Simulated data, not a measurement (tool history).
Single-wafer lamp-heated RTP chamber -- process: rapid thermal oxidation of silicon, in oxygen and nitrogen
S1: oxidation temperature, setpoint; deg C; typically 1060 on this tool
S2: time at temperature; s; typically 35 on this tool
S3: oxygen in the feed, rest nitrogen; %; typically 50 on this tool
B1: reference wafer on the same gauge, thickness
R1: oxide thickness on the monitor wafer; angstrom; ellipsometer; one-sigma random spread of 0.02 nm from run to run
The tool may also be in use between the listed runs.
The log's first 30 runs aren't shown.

run   hour    S1  S2  S3     B1     R1
 31  353.9  1060  35  50  5.075  58.32
 32  365.1  1060  43  42  5.068  59.96
 33  374.9  1050  44  38  5.074  54.94
 34    387  1043  35  50  5.071  52.46
 35  401.6  1041  35  50  5.074  52.23
 36  417.1  1060  35  50  5.067  59.22
 37  429.2  1060  44  30   5.07     55
 38  444.4  1060  35  50  5.076  59.67

Predict each of these 4 candidate next runs independently; none follows another, all start after run 38:
  A  444.8  1069  35  50   ?   ?
  B  444.8  1071  27  64   ?   ?
  C  444.8  1035  29  31   ?   ?
  D  444.8  1052  51  21   ?   ?

run     B1     R1
  A  5.072  63.37
  B  5.072  62.69
  C  5.072  40.15
  D  5.072  49.49
Take away the tool's hidden state, keep each run's random variation, and the runs would have read:
run     R1
  A  60.38
  B  59.74
  C  38.39
  D  47.22

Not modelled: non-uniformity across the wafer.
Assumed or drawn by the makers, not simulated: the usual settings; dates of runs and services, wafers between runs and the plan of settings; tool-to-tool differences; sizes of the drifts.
